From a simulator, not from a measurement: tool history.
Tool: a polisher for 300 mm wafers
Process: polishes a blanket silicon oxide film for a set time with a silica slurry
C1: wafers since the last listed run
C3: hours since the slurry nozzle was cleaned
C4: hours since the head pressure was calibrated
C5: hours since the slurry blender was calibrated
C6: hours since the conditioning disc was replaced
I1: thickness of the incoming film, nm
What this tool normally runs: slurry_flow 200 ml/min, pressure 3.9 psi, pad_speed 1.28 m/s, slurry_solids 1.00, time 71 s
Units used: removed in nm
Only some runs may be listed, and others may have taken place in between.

{"run": 1, "hour": 0.0, "slurry_flow": 200, "pressure": 3.9, "pad_speed": 1.28, "slurry_solids": 1.0, "time": 71, "C1": 0, "wafers polished on this pad": 4636, "C3": 690.1, "C4": 349.7, "C5": 127.5, "C6": 189.1, "I1": 1889.5, "removed": 196.9}
{"run": 2, "hour": 39.2, "slurry_flow": 200, "pressure": 3.9, "pad_speed": 1.28, "slurry_solids": 1.0, "time": 71, "C1": 524, "wafers polished on this pad": 5160, "C3": 729.3, "C4": 388.9, "C5": 166.7, "C6": 228.3, "I1": 1882.8, "removed": 197.9}
{"hour": 50.2, "done": "worn pad replaced by a new one"}
{"hour": 92.8, "done": "slurry nozzle cleaned"}
{"run": 3, "hour": 105.3, "slurry_flow": 200, "pressure": 3.9, "pad_speed": 1.28, "slurry_solids": 1.0, "time": 71, "C1": 817, "wafers polished on this pad": 724, "C3": 12.5, "C4": 455.0, "C5": 232.8, "C6": 294.4, "I1": 1875.2, "removed": 206.0}
{"run": 4, "hour": 170.1, "slurry_flow": 200, "pressure": 3.9, "pad_speed": 1.28, "slurry_solids": 1.0, "time": 71, "C1": 866, "wafers polished on this pad": 1590, "C3": 77.3, "C4": 519.8, "C5": 297.6, "C6": 359.2, "I1": 1880.9, "removed": 209.5}
{"run": 5, "hour": 223.9, "slurry_flow": 200, "pressure": 3.9, "pad_speed": 1.28, "slurry_solids": 1.0, "time": 71, "C1": 719, "wafers polished on this pad": 2310, "C3": 131.1, "C4": 573.6, "C5": 351.4, "C6": 413.0, "I1": 1861.1, "removed": 204.4}
{"hour": 257.5, "done": "conditioning disc replaced and pad reconditioned"}
{"hour": 265.2, "done": "slurry blender recalibrated"}
{"run": 6, "hour": 329.9, "slurry_flow": 200, "pressure": 3.9, "pad_speed": 1.28, "slurry_solids": 1.0, "time": 71, "C1": 1364, "wafers polished on this pad": 3675, "C3": 237.1, "C4": 679.6, "C5": 64.7, "C6": 72.4, "I1": 1908.3, "removed": 206.7}
{"run": 7, "hour": 392.7, "slurry_flow": 200, "pressure": 3.9, "pad_speed": 1.28, "slurry_solids": 1.0, "time": 71, "C1": 840, "wafers polished on this pad": 4515, "C3": 299.9, "C4": 742.4, "C5": 127.5, "C6": 135.2, "I1": 1876.1, "removed": 206.8}
{"hour": 490.8, "done": "worn pad replaced by a new one"}
{"run": 8, "hour": 491.3, "slurry_flow": 200, "pressure": 3.9, "pad_speed": 1.28, "slurry_solids": 1.0, "time": 71, "C1": 1265, "wafers polished on this pad": 7, "C3": 398.5, "C4": 841.0, "C5": 226.1, "C6": 233.8, "I1": 1865.1, "removed": 208.5}
{"run": 9, "hour": 588.4, "slurry_flow": 200, "pressure": 3.9, "pad_speed": 1.28, "slurry_solids": 1.0, "time": 71, "C1": 1299, "wafers polished on this pad": 1306, "C3": 495.6, "C4": 938.1, "C5": 323.2, "C6": 330.9, "I1": 1889.7, "removed": 207.3}
{"run": 10, "hour": 656.8, "slurry_flow": 200, "pressure": 3.9, "pad_speed": 1.28, "slurry_solids": 1.0, "time": 71, "C1": 915, "wafers polished on this pad": 2221, "C3": 564.0, "C4": 1006.5, "C5": 391.6, "C6": 399.3, "I1": 1858.8, "removed": 207.4}
{"hour": 682.1, "done": "slurry blender recalibrated"}
{"hour": 700.1, "done": "conditioning disc replaced and pad reconditioned"}
{"run": 11, "hour": 703.8, "slurry_flow": 200, "pressure": 3.9, "pad_speed": 1.28, "slurry_solids": 1.15, "time": 71, "C1": 575, "wafers polished on this pad": 2796, "C3": 611.0, "C4": 1053.5, "C5": 21.7, "C6": 3.7, "I1": 1855.5, "removed": 217.8}
{"run": 12, "hour": 873.1, "slurry_flow": 200, "pressure": 3.9, "pad_speed": 1.28, "slurry_solids": 1.0, "time": 71, "C1": 2264, "wafers polished on this pad": 5061, "C3": 780.3, "C4": 1222.8, "C5": 191.0, "C6": 173.0, "I1": 1851.2, "removed": 211.0}
{"hour": 935.9, "done": "worn pad replaced by a new one"}
{"run": 13, "hour": 957.4, "slurry_flow": 150, "pressure": 3.1, "pad_speed": 1.28, "slurry_solids": 1.0, "time": 71, "C1": 1074, "wafers polished on this pad": 287, "C3": 864.6, "C4": 1307.1, "C5": 275.3, "C6": 257.3, "I1": 1872.1, "removed": 162.3}
{"hour": 960.2, "done": "head pressure recalibrated"}
{"run": 14, "hour": 1006.3, "slurry_flow": 135, "pressure": 2.9, "pad_speed": 1.64, "slurry_solids": 0.85, "time": 71, "C1": 627, "wafers polished on this pad": 914, "C3": 913.5, "C4": 46.1, "C5": 324.2, "C6": 306.2, "I1": 1877.3, "removed": 155.6}
{"hour": 1008.3, "done": "slurry nozzle cleaned"}
{"hour": 1022.8, "done": "slurry blender recalibrated"}
{"hour": 1151.3, "done": "conditioning disc replaced and pad reconditioned"}
{"run": 15, "hour": 1318.9, "slurry_flow": 200, "pressure": 3.9, "pad_speed": 1.68, "slurry_solids": 1.2, "time": 71, "C1": 4115, "wafers polished on this pad": 5029, "C3": 310.6, "C4": 358.7, "C5": 296.1, "C6": 167.6, "I1": 1877.7, "removed": 265.9}
{"hour": 1360.7, "done": "worn pad replaced by a new one"}
{"run": 16, "hour": 1411.8, "slurry_flow": 200, "pressure": 3.3, "pad_speed": 1.28, "slurry_solids": 1.0, "time": 71, "C1": 1189, "wafers polished on this pad": 683, "C3": 403.5, "C4": 451.6, "C5": 389.0, "C6": 260.5, "I1": 1897.6, "removed": 169.1}
{"hour": 1453.3, "done": "slurry blender recalibrated"}
{"run": 17, "hour": 1465.4, "slurry_flow": 200, "pressure": 3.9, "pad_speed": 1.4, "slurry_solids": 0.7, "time": 56, "C1": 690, "wafers polished on this pad": 1373, "C3": 457.1, "C4": 505.2, "C5": 12.1, "C6": 314.1, "I1": 1865.4, "removed": 149.3}
{"hour": 1495.7, "done": "conditioning disc replaced and pad reconditioned"}
{"run": 18, "hour": 1540.4, "slurry_flow": 200, "pressure": 3.9, "pad_speed": 1.28, "slurry_solids": 1.0, "time": 71, "C1": 976, "wafers polished on this pad": 2350, "C3": 532.1, "C4": 580.2, "C5": 87.1, "C6": 44.7, "I1": 1857.8, "removed": 199.6}
{"run": 19, "hour": 1719.6, "slurry_flow": 145, "pressure": 2.8, "pad_speed": 1.28, "slurry_solids": 0.9, "time": 71, "C1": 2397, "wafers polished on this pad": 4747, "C3": 711.3, "C4": 759.4, "C5": 266.3, "C6": 223.9, "I1": 1866.3, "removed": 135.4}

What does the tool deliver on the next run?
{"hour": 1787.1, "done": "worn pad replaced by a new one"}
{"run": 20, "hour": 1810.6, "slurry_flow": 200, "pressure": 3.9, "pad_speed": 1.0, "slurry_solids": 1.0, "time": 71, "C1": 1163, "wafers polished on this pad": 313, "C3": 802.3, "C4": 850.4, "C5": 357.3, "C6": 314.9, "I1": 1882.9, "removed": "?"}

removed: 164.5 nm
If the tool had no hidden condition, the same run with the same run-to-run variation would have returned removed 163.8 nm.
